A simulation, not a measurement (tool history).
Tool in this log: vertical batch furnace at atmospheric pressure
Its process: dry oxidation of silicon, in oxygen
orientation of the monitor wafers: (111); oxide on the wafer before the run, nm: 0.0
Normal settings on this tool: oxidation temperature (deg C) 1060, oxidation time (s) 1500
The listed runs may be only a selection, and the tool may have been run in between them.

run	hour	oxidation temperature (deg C)	oxidation time (s)	wafers since the last listed run	hours since the last temperature calibration	hours since the boat lift was adjusted	hours since the gauge calibration	read-back reference wafer on the same gauge, thickness	oxide thickness on the monitor wafer (angstrom)
1	0	1060	1500	0	4957	4582.8	628.8	57.07	631.6
2	189	1060	1500	4612	5146	4771.8	817.8	57.13	632.8
3	217.5	1060	1500	695	5174.5	4800.3	846.3	57.17	626.3
4	269.8	1060	1500	1276	5226.8	4852.6	898.6	57.18	628.1
5	424.5	1060	1500	3775	5381.5	5007.3	1053.3	57.01	626.6
# hour 464: gauge calibrated
6	485.3	1060	1500	1483	5442.3	5068.1	21.3	57.15	629.9
7	516.3	1071	1500	756	5473.3	5099.1	52.3	57.01	680.8
8	562.8	1071	1500	1134	5519.8	5145.6	98.8	57.24	683.8
# hour 607.4: boat lift adjusted
9	628.3	1071	1500	1012	5585.3	20.9	164.3	57.03	682.3
# hour 671.6: thermocouples replaced and temperature profile calibrated
10	672.1	1060	1500	483	0.5	64.7	208.1	57.02	630.6

Run 11 is up next; what results do you expect?
11	704.9	1081	1260	800	33.3	97.5	240.9	?	?

read-back reference wafer on the same gauge, thickness: 57.19
oxide thickness on the monitor wafer (angstrom): 655.2
Minus the tool's unlogged condition, the same run would have read oxide thickness on the monitor wafer (angstrom) 655.2.
